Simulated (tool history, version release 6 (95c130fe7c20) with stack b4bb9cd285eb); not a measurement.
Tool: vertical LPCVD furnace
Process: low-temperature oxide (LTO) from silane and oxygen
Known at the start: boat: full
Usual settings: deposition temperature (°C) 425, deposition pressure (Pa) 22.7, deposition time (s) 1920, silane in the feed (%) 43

run,day,deposition temperature (°C),deposition pressure (Pa),deposition time (s),silane in the feed (%),wafers since the last listed run,hours since the last temperature calibration,hours since the pressure gauge was zeroed,hours since the silane flow controller was replaced,hours since the gauge calibration,"read-back reference wafer on the same gauge, thickness",film thickness on the monitor wafer in the middle of the boat (nm)
1,0,417,22.7,1920,43,0,145.9,3770.7,2839.4,2335,319.98,307.89
2,2.304,421,22.7,1920,43,997,201.2,3826,2894.7,2390.3,320.4,321.92
3,4.312,421,22.7,1920,43,869,249.4,3874.2,2942.9,2438.5,320.08,321.03
4,7.075,425,22.7,1920,43,1195,315.7,3940.5,3009.2,2504.8,320.09,334.7
5,8.35,425,22.7,1920,43,551,346.3,3971.1,3039.8,2535.4,319.93,333.7
6,10.283,425,22.7,1920,43,836,392.7,4017.5,3086.2,2581.8,320.03,333.62
7,12.475,425,20,2490,43,948,445.3,4070.1,3138.8,2634.4,319.81,386.36
# day 13.833: gauge calibrated
8,14.646,436,17.3,2580,50,939,497.4,4122.2,3190.9,19.5,320.03,437.34
9,16.846,431,19.3,2280,43,952,550.2,4175,3243.7,72.3,319.84,361.7
10,19.65,425,22.7,1920,35,1213,617.5,4242.3,3311,139.6,319.95,265.93
11,22.608,425,27.3,1410,50,1280,688.5,4313.3,3382,210.6,319.89,336.75
12,23.883,425,27.3,2340,43,551,719.1,4343.9,3412.6,241.2,320.24,489.86
# day 26.229: pressure gauge zeroed
13,26.25,435,27.3,2130,50,591,775.9,0.5,3469.4,298,320.13,569.02
14,28.158,433,27.3,2280,48,825,821.7,46.3,3515.2,343.8,320.26,581.17
15,30.3,433,20.7,1320,50,926,873.1,97.7,3566.6,395.2,319.84,265.01
16,32.542,417,26,1920,43,970,926.9,151.5,3620.4,449,320.02,362.05
17,34.512,425,22.7,1920,43,852,974.2,198.8,3667.7,496.3,320.17,343.94
18,37.371,418,22.7,2250,35,1236,1042.8,267.4,3736.3,564.9,320.04,296.59
# day 39.738: silane flow controller replaced
19,39.758,425,22.7,1920,43,600,1100.1,324.7,0.5,622.2,319.76,342.93
20,41.221,425,22.7,2580,43,632,1135.2,359.8,35.6,657.3,320.19,463.97
21,43.558,425,22.7,1920,43,1011,1191.3,415.9,91.7,713.4,319.93,345.44
22,45.608,414,22.7,1920,50,887,1240.5,465.1,140.9,762.6,319.9,354.66
# day 47.65: pressure gauge zeroed, repeated, since the last time left the tool worse
23,48.55,425,22.7,2190,39,840,1311.1,21.6,211.5,833.2,319.85,332.82
24,51.346,430,28,2520,43,1209,1378.2,88.7,278.6,900.3,320.09,552.88
25,53.671,415,22.7,1920,48,1006,1434,144.5,334.4,956.1,320.03,325.96
# day 55.488: thermocouples replaced and temperature profile calibrated
26,55.508,425,22.7,1920,43,362,0.5,188.6,378.5,1000.2,319.97,325.21
27,56.467,425,22.7,1920,43,414,23.5,211.6,401.5,1023.2,320.29,325.37
28,57.654,425,24.7,1920,43,513,52,240.1,430,1051.7,319.99,353.76
29,59.004,434,18,1920,46,584,84.4,272.5,462.4,1084.1,320,299.59
30,61.238,417,26,1320,43,966,138,326.1,516,1137.7,320.22,236.82
31,63.092,425,22.7,1320,43,802,182.5,370.6,560.5,1182.2,319.85,224.21

Some steps in film thickness on the monitor wafer in the middle of the boat (nm) between neighbouring runs. How much of each would the tool show without its hidden state too (settings, what came in, random variation), and how much is left for the hidden state, with any gauge scatter that isn't in both results?
The hidden state here: true tube temperature minus thermocouple reading, K; true pressure minus gauge reading, mTorr; deviation of the silane flow from its setpoint, %; gauge reads high (%).
Run 12 -> 13: deposition temperature (°C) 425 -> 435, deposition time (s) 2340 -> 2130, silane in the feed (%) 43 -> 50, pressure gauge zeroed. film thickness on the monitor wafer in the middle of the boat (nm) +79.16: hidden state +14.31, all else +64.85.
Run 14 -> 15: deposition pressure (Pa) 27.3 -> 20.7, deposition time (s) 2280 -> 1320, silane in the feed (%) 48 -> 50. film thickness on the monitor wafer in the middle of the boat (nm) -316.16: hidden state -11.46, all else -304.7.
Run 22 -> 23: deposition temperature (°C) 414 -> 425, deposition time (s) 1920 -> 2190, silane in the feed (%) 50 -> 39, pressure gauge zeroed, repeated, since the last time left the tool worse. film thickness on the monitor wafer in the middle of the boat (nm) -21.84: hidden state -20.8, all else -1.04.
Run 23 -> 24: deposition temperature (°C) 425 -> 430, deposition pressure (Pa) 22.7 -> 28, deposition time (s) 2190 -> 2520, silane in the feed (%) 39 -> 43. film thickness on the monitor wafer in the middle of the boat (nm) +220.06: hidden state +0.45, all else +219.61.
Run 24 -> 25: deposition temperature (°C) 430 -> 415, deposition pressure (Pa) 28 -> 22.7, deposition time (s) 2520 -> 1920, silane in the feed (%) 43 -> 48. film thickness on the monitor wafer in the middle of the boat (nm) -226.92: hidden state -0.21, all else -226.71.
